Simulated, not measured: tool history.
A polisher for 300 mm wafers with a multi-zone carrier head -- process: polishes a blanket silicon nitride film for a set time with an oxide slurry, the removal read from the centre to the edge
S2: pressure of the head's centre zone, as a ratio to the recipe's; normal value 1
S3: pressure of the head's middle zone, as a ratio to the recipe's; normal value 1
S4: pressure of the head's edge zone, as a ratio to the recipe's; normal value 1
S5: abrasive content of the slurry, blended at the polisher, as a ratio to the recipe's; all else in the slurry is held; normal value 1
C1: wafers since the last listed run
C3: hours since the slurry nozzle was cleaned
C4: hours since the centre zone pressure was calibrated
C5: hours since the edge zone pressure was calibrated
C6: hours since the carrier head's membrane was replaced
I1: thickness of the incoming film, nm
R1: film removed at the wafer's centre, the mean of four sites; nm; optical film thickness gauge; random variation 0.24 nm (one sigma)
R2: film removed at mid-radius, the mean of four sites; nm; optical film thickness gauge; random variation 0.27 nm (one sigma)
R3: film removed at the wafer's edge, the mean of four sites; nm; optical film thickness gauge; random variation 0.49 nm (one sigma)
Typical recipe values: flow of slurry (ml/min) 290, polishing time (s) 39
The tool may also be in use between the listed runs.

Run 1, hour 0: usual settings but flow of slurry (ml/min) 325; C1 0; wafers polished on this pad 825; C3 783.1; C4 1000.8; C5 753; C6 420; I1 398.3. Result: R1 37.2 nm, R2 34.8 nm, R3 34.1 nm.
Run 2, hour 48.8: usual settings but flow of slurry (ml/min) 325; C1 333; wafers polished on this pad 1159; C3 831.9; C4 1049.6; C5 801.8; C6 468.8; I1 398.8. Result: R1 37.1 nm, R2 34.8 nm, R3 35.2 nm.
At hour 95.1: slurry nozzle cleaned.
At hour 99.2: carrier head's membrane replaced by a new one.
At hour 113.4: centre zone pressure recalibrated.
Run 3, hour 140.7: usual settings but flow of slurry (ml/min) 325; C1 579; wafers polished on this pad 1739; C3 45.6; C4 27.3; C5 893.7; C6 41.5; I1 403.7. Result: R1 34.4 nm, R2 35.2 nm, R3 34.6 nm.
Run 4, hour 197.5: usual settings but S4 0.95; C1 388; wafers polished on this pad 2127; C3 102.4; C4 84.1; C5 950.5; C6 98.3; I1 392.7. Result: R1 34.1 nm, R2 34.4 nm, R3 33.7 nm.
At hour 248.2: worn pad replaced by a new one.
Run 5, hour 269: usual settings but S4 0.95; C1 461; wafers polished on this pad 141; C3 173.9; C4 155.6; C5 1022; C6 169.8; I1 399.3. Result: R1 33.8 nm, R2 34.6 nm, R3 33.4 nm.
Run 6, hour 358.8: usual settings but S4 0.95; C1 613; wafers polished on this pad 755; C3 263.7; C4 245.4; C5 1111.8; C6 259.6; I1 400.7. Result: R1 33.5 nm, R2 34.5 nm, R3 34.1 nm.
At hour 433: edge zone pressure recalibrated.
Run 7, hour 453.8: usual settings; C1 635; wafers polished on this pad 1391; C3 358.7; C4 340.4; C5 20.8; C6 354.6; I1 399. Result: R1 34.2 nm, R2 34.2 nm, R3 34.4 nm.
Run 8, hour 494.9: usual settings but S5 1.1; C1 280; wafers polished on this pad 1671; C3 399.8; C4 381.5; C5 61.9; C6 395.7; I1 399.2. Result: R1 36.1 nm, R2 35.6 nm, R3 35.8 nm.
Run 9, hour 553.9: usual settings but S5 1.1; C1 403; wafers polished on this pad 2075; C3 458.8; C4 440.5; C5 120.9; C6 454.7; I1 400.4. Result: R1 35.2 nm, R2 35.5 nm, R3 35.3 nm.
At hour 642.6: carrier head's membrane replaced by a new one.
At hour 712.9: worn pad replaced by a new one.
Run 10, hour 786.8: usual settings but polishing time (s) 46; C1 1530; wafers polished on this pad 505; C3 691.7; C4 673.4; C5 353.8; C6 144.2; I1 397. Result: R1 41.3 nm, R2 40.2 nm, R3 39.5 nm.
Run 11, hour 853.5: usual settings but S2 0.9; C1 455; wafers polished on this pad 961; C3 758.4; C4 740.1; C5 420.5; C6 210.9; I1 405.2. Result: R1 31.3 nm, R2 34.3 nm, R3 34.7 nm.
Run 12, hour 934.3: usual settings; C1 552; wafers polished on this pad 1513; C3 839.2; C4 820.9; C5 501.3; C6 291.7; I1 399.7. Result: R1 35.4 nm, R2 34.8 nm, R3 33.8 nm.
At hour 996.6: slurry nozzle cleaned.
Run 13, hour 1039.6: usual settings; C1 712; wafers polished on this pad 2225; C3 43; C4 926.2; C5 606.6; C6 397; I1 404.3. Result: R1 36.2 nm, R2 34.3 nm, R3 34 nm.
Run 14, hour 1101.1: usual settings but S4 0.96, S5 0.85; C1 420; wafers polished on this pad 2646; C3 104.5; C4 987.7; C5 668.1; C6 458.5; I1 403.6. Result: R1 33.8 nm, R2 31.6 nm, R3 31.2 nm.
At hour 1132.7: carrier head's membrane replaced by a new one.
At hour 1151.1: worn pad replaced by a new one.
Run 15, hour 1207.9: usual settings but S2 1.08; C1 668; wafers polished on this pad 388; C3 211.3; C4 1094.5; C5 774.9; C6 75.2; I1 398.9. Result: R1 40 nm, R2 34.1 nm, R3 34.5 nm.
Run 16, hour 1262.2: usual settings; C1 371; wafers polished on this pad 759; C3 265.6; C4 1148.8; C5 829.2; C6 129.5; I1 398.6. Result: R1 37.6 nm, R2 34.6 nm, R3 34.8 nm.
At hour 1275: centre zone pressure recalibrated.
Run 17, hour 1321.5: usual settings but S4 0.93, polishing time (s) 28; C1 391; wafers polished on this pad 1151; C3 324.9; C4 46.5; C5 888.5; C6 188.8; I1 407.3. Result: R1 24.1 nm, R2 24.8 nm, R3 23.6 nm.
Run 18, hour 1383.5: usual settings but S2 0.92, S5 0.9; C1 423; wafers polished on this pad 1574; C3 386.9; C4 108.5; C5 950.5; C6 250.8; I1 399.1. Result: R1 29.7 nm, R2 33 nm, R3 33.5 nm.
Run 19, hour 1464.1: usual settings; C1 550; wafers polished on this pad 2125; C3 467.5; C4 189.1; C5 1031.1; C6 331.4; I1 404. Result: R1 33.4 nm, R2 34.2 nm, R3 33.9 nm.
Run 20, hour 1557.3: usual settings but flow of slurry (ml/min) 330, S2 1.04, S4 0.89, polishing time (s) 51; C1 636; wafers polished on this pad 2762; C3 560.7; C4 282.3; C5 1124.3; C6 424.6; I1 405. Result: R1 47 nm, R2 45 nm, R3 44.1 nm.
At hour 1592.7: edge zone pressure recalibrated.
Run 21, hour 1613.4: usual settings but S2 1.11; C1 369; wafers polished on this pad 3132; C3 616.8; C4 338.4; C5 20.7; C6 480.7; I1 395.9. Result: R1 37.7 nm, R2 34.2 nm, R3 33.6 nm.
At hour 1633.7: worn pad replaced by a new one.
At hour 1650: carrier head's membrane replaced by a new one.
Run 22, hour 1705.4: usual settings; C1 567; wafers polished on this pad 455; C3 708.8; C4 430.4; C5 112.7; C6 55.4; I1 401.2. Result: R1 34.4 nm, R2 34.4 nm, R3 35 nm.

Across each entry between runs, compare the hidden state at the last listed run before it with the hidden state at the first listed run after it:
Between runs 2 and 3: slurry nozzle cleaned (hour 95.1); carrier head's membrane replaced by a new one (hour 99.2); centre zone pressure recalibrated (hour 113.4)
  deviation of the centre zone's pressure from its setpoint, %: 10.2 -> 1.22
  what was measured, less what the result would be without the hidden state, R1: +3.4 -> +0.4 nm
Between runs 4 and 5: worn pad replaced by a new one (hour 248.2)
  deviation of the centre zone's pressure from its setpoint, %: 1.28 -> 1.42
  what was measured, less what the result would be without the hidden state, R1: +0.4 -> +0.5 nm
Between runs 6 and 7: edge zone pressure recalibrated (hour 433)
  deviation of the centre zone's pressure from its setpoint, %: 1.72 -> 2.19
  what was measured, less what the result would be without the hidden state, R1: +0.5 -> +0.8 nm
Between runs 9 and 10: carrier head's membrane replaced by a new one (hour 642.6); worn pad replaced by a new one (hour 712.9)
  deviation of the centre zone's pressure from its setpoint, %: 2.85 -> 5.04
  what was measured, less what the result would be without the hidden state, R1: +1 -> +2 nm
Between runs 12 and 13: slurry nozzle cleaned (hour 996.6)
  deviation of the centre zone's pressure from its setpoint, %: 6.9 -> 8.45
  what was measured, less what the result would be without the hidden state, R1: +2.3 -> +2.8 nm
Between runs 14 and 15: carrier head's membrane replaced by a new one (hour 1132.7); worn pad replaced by a new one (hour 1151.1)
  deviation of the centre zone's pressure from its setpoint, %: 9.44 -> 11.3
  what was measured, less what the result would be without the hidden state, R1: +3 -> +4.1 nm
Between runs 16 and 17: centre zone pressure recalibrated (hour 1275)
  deviation of the centre zone's pressure from its setpoint, %: 12.3 -> 0.75
  what was measured, less what the result would be without the hidden state, R1: +4.2 -> +0.2 nm
Between runs 20 and 21: edge zone pressure recalibrated (hour 1592.7)
  deviation of the centre zone's pressure from its setpoint, %: 1.4 -> 1.7
  what was measured, less what the result would be without the hidden state, R1: +0.6 -> +0.6 nm
Between runs 21 and 22: worn pad replaced by a new one (hour 1633.7); carrier head's membrane replaced by a new one (hour 1650)
  deviation of the centre zone's pressure from its setpoint, %: 1.7 -> 2.29
  what was measured, less what the result would be without the hidden state, R1: +0.6 -> +0.7 nm

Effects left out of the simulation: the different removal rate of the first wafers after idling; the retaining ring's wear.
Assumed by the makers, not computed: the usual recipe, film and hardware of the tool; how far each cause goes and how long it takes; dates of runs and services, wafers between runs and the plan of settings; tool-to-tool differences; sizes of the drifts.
